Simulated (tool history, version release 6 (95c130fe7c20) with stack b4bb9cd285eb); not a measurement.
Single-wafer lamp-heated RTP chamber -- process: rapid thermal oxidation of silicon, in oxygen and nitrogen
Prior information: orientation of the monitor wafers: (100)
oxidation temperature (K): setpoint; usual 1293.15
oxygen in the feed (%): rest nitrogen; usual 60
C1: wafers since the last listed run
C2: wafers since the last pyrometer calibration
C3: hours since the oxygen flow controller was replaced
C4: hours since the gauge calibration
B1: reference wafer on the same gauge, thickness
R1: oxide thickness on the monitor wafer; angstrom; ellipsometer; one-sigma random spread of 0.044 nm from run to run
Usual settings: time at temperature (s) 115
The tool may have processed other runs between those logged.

Run 1, hour 0: usual settings but oxidation temperature (K) 1271.15, time at temperature (s) 135; C1 0; C2 926; C3 4851.3; C4 494; B1 6.379. Result: R1 69.05 angstrom.
Run 2, hour 29.4: usual settings but oxidation temperature (K) 1271.15, time at temperature (s) 135; C1 242; C2 1168; C3 4880.7; C4 523.4; B1 6.404. Result: R1 69.81 angstrom.
Run 3, hour 57.7: usual settings but oxidation temperature (K) 1284.15, oxygen in the feed (%) 69; C1 233; C2 1401; C3 4909; C4 551.7; B1 6.408. Result: R1 74.84 angstrom.
Run 4, hour 77.8: usual settings but oxidation temperature (K) 1284.15, oxygen in the feed (%) 69; C1 165; C2 1567; C3 4929.1; C4 571.8; B1 6.393. Result: R1 73.93 angstrom.
Run 5, hour 93.2: usual settings but oxidation temperature (K) 1284.15, oxygen in the feed (%) 69; C1 126; C2 1693; C3 4944.5; C4 587.2; B1 6.4. Result: R1 75.73 angstrom.
Run 6, hour 105.4: usual settings; C1 100; C2 1794; C3 4956.7; C4 599.4; B1 6.399. Result: R1 76.22 angstrom.
Run 7, hour 122.9: usual settings; C1 144; C2 1938; C3 4974.2; C4 616.9; B1 6.403. Result: R1 76.05 angstrom.
Run 8, hour 143.2: usual settings; C1 167; C2 2105; C3 4994.5; C4 637.2; B1 6.393. Result: R1 75.41 angstrom.
Run 9, hour 175.2: usual settings; C1 263; C2 2369; C3 5026.5; C4 669.2; B1 6.409. Result: R1 76.73 angstrom.
Run 10, hour 199.8: usual settings; C1 202; C2 2571; C3 5051.1; C4 693.8; B1 6.401. Result: R1 76.55 angstrom.
Run 11, hour 272.5: usual settings; C1 598; C2 3170; C3 5123.8; C4 766.5; B1 6.399. Result: R1 76.42 angstrom.
Run 12, hour 304.1: usual settings; C1 260; C2 3430; C3 5155.4; C4 798.1; B1 6.392. Result: R1 75.45 angstrom.
Run 13, hour 321.3: usual settings; C1 141; C2 3572; C3 5172.6; C4 815.3; B1 6.394. Result: R1 76.76 angstrom.
At hour 344.7: gauge calibrated.
At hour 346.9: pyrometer window cleaned and pyrometer calibrated.
Run 14, hour 347.4: usual settings but oxidation temperature (K) 1302.15; C1 149; C2 3; C3 5198.7; C4 2.7; B1 6.4. Result: R1 81.35 angstrom.
Run 15, hour 374.8: usual settings but oxidation temperature (K) 1302.15; C1 225; C2 229; C3 5226.1; C4 30.1; B1 6.396. Result: R1 81 angstrom.
Run 16, hour 408.5: usual settings; C1 277; C2 506; C3 5259.8; C4 63.8; B1 6.404. Result: R1 74.96 angstrom.
Run 17, hour 423.6: usual settings; C1 124; C2 631; C3 5274.9; C4 78.9; B1 6.405. Result: R1 75.11 angstrom.
Run 18, hour 448.2: usual settings; C1 202; C2 833; C3 5299.5; C4 103.5; B1 6.397. Result: R1 76.66 angstrom.
Run 19, hour 463.9: usual settings but oxidation temperature (K) 1271.15, time at temperature (s) 154, oxygen in the feed (%) 79; C1 129; C2 963; C3 5315.2; C4 119.2; B1 6.387. Result: R1 81.41 angstrom.
Run 20, hour 486.6: usual settings but time at temperature (s) 68; C1 186; C2 1150; C3 5337.9; C4 141.9; B1 6.389. Result: R1 59.74 angstrom.
Run 21, hour 520.4: usual settings; C1 278; C2 1428; C3 5371.7; C4 175.7; B1 6.408. Result: R1 75.69 angstrom.
Run 22, hour 548.8: usual settings but oxidation temperature (K) 1308.15, time at temperature (s) 157, oxygen in the feed (%) 78; C1 233; C2 1662; C3 5400.1; C4 204.1; B1 6.393. Result: R1 107.83 angstrom.
Run 23, hour 566.7: usual settings; C1 147; C2 1809; C3 5418; C4 222; B1 6.397. Result: R1 74.91 angstrom.
Run 24, hour 588.2: usual settings; C1 177; C2 1986; C3 5439.5; C4 243.5; B1 6.404. Result: R1 75.22 angstrom.
Run 25, hour 621.2: usual settings but time at temperature (s) 148; C1 271; C2 2258; C3 5472.5; C4 276.5; B1 6.399. Result: R1 85.45 angstrom.
Run 26, hour 651.1: usual settings but oxidation temperature (K) 1318.15, time at temperature (s) 164; C1 246; C2 2504; C3 5502.4; C4 306.4; B1 6.401. Result: R1 105.9 angstrom.
At hour 672.8: oxygen flow controller replaced.
Run 27, hour 677.6: usual settings but time at temperature (s) 160, oxygen in the feed (%) 77; C1 152; C2 2657; C3 4.8; C4 332.9; B1 6.383. Result: R1 95.91 angstrom.
Run 28, hour 711.7: usual settings but oxidation temperature (K) 1320.15; C1 280; C2 2937; C3 38.9; C4 367; B1 6.394. Result: R1 91.88 angstrom.
Run 29, hour 724.4: usual settings but oxidation temperature (K) 1317.15; C1 104; C2 3042; C3 51.6; C4 379.7; B1 6.398. Result: R1 90.05 angstrom.
Run 30, hour 747.3: usual settings but oxidation temperature (K) 1306.15, oxygen in the feed (%) 36; C1 188; C2 3231; C3 74.5; C4 402.6; B1 6.392. Result: R1 68.92 angstrom.
Run 31, hour 764: usual settings; C1 137; C2 3368; C3 91.2; C4 419.3; B1 6.393. Result: R1 76.1 angstrom.
At hour 793.6: pyrometer window cleaned and pyrometer calibrated.
Run 32, hour 796.9: usual settings; C1 205; C2 26; C3 124.1; C4 452.2; B1 6.403. Result: R1 75.86 angstrom.
Run 33, hour 817.1: usual settings; C1 166; C2 193; C3 144.3; C4 472.4; B1 6.399. Result: R1 76.39 angstrom.
Run 34, hour 845.7: usual settings but oxidation temperature (K) 1320.15, time at temperature (s) 98, oxygen in the feed (%) 40; C1 235; C2 428; C3 172.9; C4 501; B1 6.4. Result: R1 73.79 angstrom.

Forecast each of these 5 alternatives for the next run:
Run A, hour 846.1: usual settings but oxidation temperature (K) 1272.15; C1 3; C2 432; C3 173.3; C4 501.4; B1 ?. Result: R1 ?.
Run B, hour 846.1: usual settings but oxidation temperature (K) 1301.15, time at temperature (s) 163, oxygen in the feed (%) 68; C1 3; C2 432; C3 173.3; C4 501.4; B1 ?. Result: R1 ?.
Run C, hour 846.1: usual settings but oxidation temperature (K) 1318.15, time at temperature (s) 92, oxygen in the feed (%) 36; C1 3; C2 432; C3 173.3; C4 501.4; B1 ?. Result: R1 ?.
Run D, hour 846.1: usual settings but oxidation temperature (K) 1309.15, time at temperature (s) 75, oxygen in the feed (%) 85; C1 3; C2 432; C3 173.3; C4 501.4; B1 ?. Result: R1 ?.
Run E, hour 846.1: usual settings but oxidation temperature (K) 1310.15, time at temperature (s) 159; C1 3; C2 432; C3 173.3; C4 501.4; B1 ?. Result: R1 ?.

run    B1     R1
  A  6.39   64.9
  B  6.39  98.34
  C  6.39  67.97
  D  6.39  79.05
  E  6.39  99.02
Without the tool's unlogged condition, the same runs would have read:
run     R1
  A   64.9
  B  98.34
  C  67.97
  D  79.05
  E  99.02

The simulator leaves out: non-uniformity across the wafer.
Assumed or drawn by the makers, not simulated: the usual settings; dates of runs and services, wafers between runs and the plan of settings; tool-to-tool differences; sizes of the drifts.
